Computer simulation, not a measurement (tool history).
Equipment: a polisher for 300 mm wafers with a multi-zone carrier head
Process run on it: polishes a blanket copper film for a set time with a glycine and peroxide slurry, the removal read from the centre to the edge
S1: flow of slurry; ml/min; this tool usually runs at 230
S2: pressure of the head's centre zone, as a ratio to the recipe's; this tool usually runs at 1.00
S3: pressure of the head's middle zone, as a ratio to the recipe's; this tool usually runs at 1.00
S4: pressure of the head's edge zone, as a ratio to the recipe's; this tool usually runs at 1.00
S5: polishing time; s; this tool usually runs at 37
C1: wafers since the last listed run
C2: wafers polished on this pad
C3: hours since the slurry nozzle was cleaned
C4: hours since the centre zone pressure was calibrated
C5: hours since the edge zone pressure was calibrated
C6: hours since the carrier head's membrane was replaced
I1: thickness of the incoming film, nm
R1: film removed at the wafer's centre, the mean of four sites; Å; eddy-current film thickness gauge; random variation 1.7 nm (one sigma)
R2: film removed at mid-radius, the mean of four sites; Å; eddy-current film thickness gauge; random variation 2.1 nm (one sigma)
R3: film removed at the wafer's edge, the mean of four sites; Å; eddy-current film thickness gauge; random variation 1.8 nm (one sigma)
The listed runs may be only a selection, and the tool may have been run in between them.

{"run": 1, "hour": 0.0, "S1": 230, "S2": 1.0, "S3": 1.0, "S4": 1.0, "S5": 37, "C1": 0, "C2": 1014, "C3": 203.1, "C4": 977.4, "C5": 264.1, "C6": 342.1, "I1": 1426.5, "R1": 1470, "R2": 1461, "R3": 1472}
{"run": 2, "hour": 56.6, "S1": 230, "S2": 1.0, "S3": 1.0, "S4": 1.0, "S5": 37, "C1": 661, "C2": 1676, "C3": 259.7, "C4": 1034.0, "C5": 320.7, "C6": 398.7, "I1": 1453.4, "R1": 1446, "R2": 1423, "R3": 1408}
{"hour": 63.1, "done": "edge zone pressure recalibrated"}
{"run": 3, "hour": 116.4, "S1": 230, "S2": 1.0, "S3": 1.0, "S4": 1.0, "S5": 37, "C1": 675, "C2": 2352, "C3": 319.5, "C4": 1093.8, "C5": 53.3, "C6": 458.5, "I1": 1430.7, "R1": 1415, "R2": 1427, "R3": 1363}
{"run": 4, "hour": 168.0, "S1": 230, "S2": 1.0, "S3": 1.03, "S4": 1.0, "S5": 37, "C1": 603, "C2": 2956, "C3": 371.1, "C4": 1145.4, "C5": 104.9, "C6": 510.1, "I1": 1449.1, "R1": 1346, "R2": 1355, "R3": 1327}
{"hour": 181.6, "done": "worn pad replaced by a new one"}
{"run": 5, "hour": 212.6, "S1": 230, "S2": 1.0, "S3": 1.0, "S4": 0.93, "S5": 37, "C1": 474, "C2": 362, "C3": 415.7, "C4": 1190.0, "C5": 149.5, "C6": 554.7, "I1": 1423.0, "R1": 1492, "R2": 1476, "R3": 1399}
{"hour": 239.1, "done": "slurry nozzle cleaned"}
{"hour": 239.9, "done": "centre zone pressure recalibrated"}
{"run": 6, "hour": 244.8, "S1": 230, "S2": 1.0, "S3": 1.0, "S4": 0.93, "S5": 37, "C1": 356, "C2": 718, "C3": 5.7, "C4": 4.9, "C5": 181.7, "C6": 586.9, "I1": 1437.0, "R1": 1499, "R2": 1494, "R3": 1434}
{"run": 7, "hour": 281.1, "S1": 230, "S2": 1.0, "S3": 1.0, "S4": 0.93, "S5": 37, "C1": 424, "C2": 1143, "C3": 42.0, "C4": 41.2, "C5": 218.0, "C6": 623.2, "I1": 1427.3, "R1": 1448, "R2": 1461, "R3": 1390}
{"run": 8, "hour": 347.3, "S1": 230, "S2": 1.0, "S3": 1.0, "S4": 1.0, "S5": 37, "C1": 774, "C2": 1917, "C3": 108.2, "C4": 107.4, "C5": 284.2, "C6": 689.4, "I1": 1445.4, "R1": 1442, "R2": 1420, "R3": 1384}
{"hour": 365.6, "done": "edge zone pressure recalibrated"}
{"run": 9, "hour": 390.7, "S1": 230, "S2": 1.0, "S3": 1.0, "S4": 1.0, "S5": 37, "C1": 484, "C2": 2401, "C3": 151.6, "C4": 150.8, "C5": 25.1, "C6": 732.8, "I1": 1423.0, "R1": 1365, "R2": 1406, "R3": 1352}
{"hour": 414.6, "done": "worn pad replaced by a new one"}
{"run": 10, "hour": 421.1, "S1": 180, "S2": 1.0, "S3": 1.0, "S4": 1.07, "S5": 32, "C1": 308, "C2": 76, "C3": 182.0, "C4": 181.2, "C5": 55.5, "C6": 763.2, "I1": 1429.6, "R1": 1239, "R2": 1218, "R3": 1285}
{"run": 11, "hour": 491.0, "S1": 230, "S2": 1.0, "S3": 1.0, "S4": 0.91, "S5": 47, "C1": 817, "C2": 893, "C3": 251.9, "C4": 251.1, "C5": 125.4, "C6": 833.1, "I1": 1429.3, "R1": 1876, "R2": 1871, "R3": 1783}
{"run": 12, "hour": 522.2, "S1": 230, "S2": 1.0, "S3": 1.0, "S4": 1.0, "S5": 37, "C1": 364, "C2": 1258, "C3": 283.1, "C4": 282.3, "C5": 156.6, "C6": 864.3, "I1": 1415.3, "R1": 1466, "R2": 1453, "R3": 1430}
{"hour": 591.3, "done": "carrier head's membrane replaced by a new one"}
{"hour": 647.2, "done": "worn pad replaced by a new one, of another model than before"}
{"hour": 666.5, "done": "edge zone pressure recalibrated"}
{"hour": 680.1, "done": "slurry nozzle cleaned"}
{"run": 13, "hour": 719.4, "S1": 230, "S2": 1.0, "S3": 1.0, "S4": 1.0, "S5": 42, "C1": 2165, "C2": 808, "C3": 39.3, "C4": 479.5, "C5": 52.9, "C6": 128.1, "I1": 1423.3, "R1": 1662, "R2": 1665, "R3": 1622}
{"run": 14, "hour": 785.8, "S1": 260, "S2": 1.0, "S3": 1.03, "S4": 1.0, "S5": 37, "C1": 776, "C2": 1585, "C3": 105.7, "C4": 545.9, "C5": 119.3, "C6": 194.5, "I1": 1430.8, "R1": 1460, "R2": 1479, "R3": 1441}

Forecast run 15:
{"run": 15, "hour": 840.9, "S1": 230, "S2": 0.94, "S3": 1.0, "S4": 0.93, "S5": 37, "C1": 644, "C2": 2229, "C3": 160.8, "C4": 601.0, "C5": 174.4, "C6": 249.6, "I1": 1447.3, "R1": "?", "R2": "?", "R3": "?"}

R1: 1329 Å
R2: 1378 Å
R3: 1334 Å
On a tool with no hidden condition, and with the same random variation, this run would have come out at R1 1413 Å, R2 1465 Å, R3 1419 Å.
